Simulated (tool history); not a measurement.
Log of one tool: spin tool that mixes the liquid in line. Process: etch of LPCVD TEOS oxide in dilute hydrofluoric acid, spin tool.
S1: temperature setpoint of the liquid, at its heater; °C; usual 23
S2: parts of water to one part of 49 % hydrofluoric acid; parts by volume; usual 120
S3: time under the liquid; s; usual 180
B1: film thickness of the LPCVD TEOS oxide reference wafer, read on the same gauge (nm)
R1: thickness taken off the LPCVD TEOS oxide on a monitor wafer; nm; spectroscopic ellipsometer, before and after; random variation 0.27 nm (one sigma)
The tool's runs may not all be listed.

run 1 hour=0 | S1=23 S2=165 S3=180 | B1=39.99 | R1=29.6
run 2 hour=14.3 | S1=23 S2=165 S3=180 | B1=39.99 | R1=29.35
run 3 hour=31.7 | S1=23 S2=120 S3=180 | B1=40 | R1=42.78
run 4 hour=40.3 | S1=23 S2=120 S3=180 | B1=39.99 | R1=42.84
run 5 hour=51.9 | S1=23 S2=95 S3=155 | B1=40 | R1=47.97
run 6 hour=64 | S1=23 S2=95 S3=155 | B1=40 | R1=47.57
run 7 hour=72.5 | S1=23 S2=95 S3=155 | B1=40 | R1=47.59
run 8 hour=82.7 | S1=23 S2=120 S3=180 | B1=40 | R1=42.41
-- hour=85.3 hydrofluoric acid flow meter replaced
run 9 hour=93.1 | S1=23 S2=120 S3=180 | B1=39.99 | R1=42.55
-- hour=94.3 gauge calibrated
run 10 hour=102.5 | S1=23 S2=120 S3=180 | B1=39.99 | R1=42.95
run 11 hour=120.1 | S1=23 S2=120 S3=180 | B1=39.99 | R1=42.25
run 12 hour=131.4 | S1=25 S2=120 S3=140 | B1=40.03 | R1=35.68
run 13 hour=142.3 | S1=23 S2=120 S3=180 | B1=40 | R1=42.87
run 14 hour=149.7 | S1=27 S2=180 S3=180 | B1=40 | R1=30.86
run 15 hour=174.2 | S1=23 S2=120 S3=180 | B1=40 | R1=42.95
run 16 hour=181.7 | S1=23 S2=120 S3=180 | B1=39.98 | R1=42.2
-- hour=193.2 thermometer replaced
run 17 hour=195.5 | S1=21 S2=150 S3=105 | B1=40 | R1=17.82
run 18 hour=205.9 | S1=25 S2=65 S3=255 | B1=40.01 | R1=129.47
run 19 hour=221 | S1=20 S2=75 S3=180 | B1=39.98 | R1=63.6
run 20 hour=234.3 | S1=25 S2=120 S3=140 | B1=40 | R1=35.83
run 21 hour=242 | S1=25.5 S2=70 S3=180 | B1=40.01 | R1=86.13
run 22 hour=252.9 | S1=25 S2=120 S3=265 | B1=40 | R1=67.75
run 23 hour=268.8 | S1=28 S2=140 S3=145 | B1=40 | R1=34.85
run 24 hour=275.3 | S1=18 S2=120 S3=115 | B1=40 | R1=22.06
run 25 hour=288.5 | S1=23 S2=120 S3=180 | B1=40.02 | R1=42.38
run 26 hour=304.1 | S1=23 S2=120 S3=180 | B1=40.02 | R1=42.54
run 27 hour=321.7 | S1=23 S2=180 S3=85 | B1=40 | R1=12.55
run 28 hour=330.9 | S1=18.5 S2=165 S3=90 | B1=40 | R1=12.46
run 29 hour=347.6 | S1=27.5 S2=120 S3=255 | B1=39.99 | R1=71.68
run 30 hour=356.6 | S1=25 S2=120 S3=260 | B1=40.01 | R1=65.97
run 31 hour=407.3 | S1=24.5 S2=160 S3=215 | B1=40 | R1=38.07
run 32 hour=414.9 | S1=21.5 S2=140 S3=100 | B1=39.99 | R1=18.83

Forecast each of these 5 alternatives for the next run:
run A hour=415.4 | S1=23 S2=120 S3=180 | B1=? | R1=?
run B hour=415.4 | S1=23 S2=120 S3=225 | B1=? | R1=?
run C hour=415.4 | S1=20.5 S2=90 S3=135 | B1=? | R1=?
run D hour=415.4 | S1=20.5 S2=120 S3=180 | B1=? | R1=?
run E hour=415.4 | S1=28 S2=75 S3=145 | B1=? | R1=?

run=A B1=39.99 R1=42.59
run=B B1=39.99 R1=53.23
run=C B1=39.99 R1=39.86
run=D B1=39.99 R1=38.54
run=E B1=39.99 R1=70.72
Without the tool's hidden state the same runs would have given:
run=A R1=42.59
run=B R1=53.23
run=C R1=39.86
run=D R1=38.54
run=E R1=70.72
